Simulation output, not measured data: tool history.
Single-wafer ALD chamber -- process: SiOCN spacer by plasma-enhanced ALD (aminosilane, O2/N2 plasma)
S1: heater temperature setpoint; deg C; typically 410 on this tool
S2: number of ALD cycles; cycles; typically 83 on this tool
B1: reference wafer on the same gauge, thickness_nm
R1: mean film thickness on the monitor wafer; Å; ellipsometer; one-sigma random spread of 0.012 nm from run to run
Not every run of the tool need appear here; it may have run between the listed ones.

{"run": 1, "hour": 0.0, "S1": 410, "S2": 94, "B1": 4.596, "R1": 54.94}
{"run": 2, "hour": 6.2, "S1": 410, "S2": 94, "B1": 4.589, "R1": 55.24}
{"run": 3, "hour": 14.5, "S1": 410, "S2": 94, "B1": 4.589, "R1": 55.02}
{"run": 4, "hour": 23.1, "S1": 410, "S2": 83, "B1": 4.606, "R1": 48.61}
{"run": 5, "hour": 39.1, "S1": 410, "S2": 83, "B1": 4.603, "R1": 48.46}
{"run": 6, "hour": 54.4, "S1": 410, "S2": 83, "B1": 4.603, "R1": 48.66}
{"run": 7, "hour": 68.8, "S1": 410, "S2": 83, "B1": 4.61, "R1": 48.48}
{"run": 8, "hour": 77.5, "S1": 410, "S2": 83, "B1": 4.612, "R1": 48.83}
{"run": 9, "hour": 87.7, "S1": 410, "S2": 83, "B1": 4.606, "R1": 48.53}
{"hour": 109.4, "done": "thermocouple changed; heater temperature recalibrated"}
{"run": 10, "hour": 109.9, "S1": 398, "S2": 70, "B1": 4.616, "R1": 42.33}
{"run": 11, "hour": 114.7, "S1": 410, "S2": 95, "B1": 4.608, "R1": 56.09}
{"run": 12, "hour": 124.9, "S1": 410, "S2": 91, "B1": 4.617, "R1": 53.32}
{"run": 13, "hour": 135.9, "S1": 410, "S2": 76, "B1": 4.618, "R1": 44.71}
{"run": 14, "hour": 145.8, "S1": 402, "S2": 92, "B1": 4.625, "R1": 55.7}
{"run": 15, "hour": 161.8, "S1": 410, "S2": 83, "B1": 4.618, "R1": 48.74}
{"hour": 163.6, "done": "gauge calibrated"}
{"run": 16, "hour": 178.8, "S1": 418, "S2": 98, "B1": 4.567, "R1": 55.38}
{"run": 17, "hour": 216.1, "S1": 423, "S2": 76, "B1": 4.573, "R1": 42.34}
{"run": 18, "hour": 231.8, "S1": 410, "S2": 83, "B1": 4.577, "R1": 48.41}
{"run": 19, "hour": 241.1, "S1": 423, "S2": 70, "B1": 4.575, "R1": 38.87}

Forecast each of these 5 alternatives for the next run:
{"run": "A", "hour": 241.7, "S1": 410, "S2": 83, "B1": "?", "R1": "?"}
{"run": "B", "hour": 241.7, "S1": 397, "S2": 83, "B1": "?", "R1": "?"}
{"run": "C", "hour": 241.7, "S1": 400, "S2": 94, "B1": "?", "R1": "?"}
{"run": "D", "hour": 241.7, "S1": 396, "S2": 78, "B1": "?", "R1": "?"}
{"run": "E", "hour": 241.7, "S1": 414, "S2": 83, "B1": "?", "R1": "?"}

run=A B1=4.578 R1=48.58
run=B B1=4.578 R1=50.08
run=C B1=4.578 R1=56.72
run=D B1=4.578 R1=47.06
run=E B1=4.578 R1=47.89
Without the tool's hidden state the same runs would have given:
run=A R1=48.49
run=B R1=49.99
run=C R1=56.62
run=D R1=46.98
run=E R1=47.81
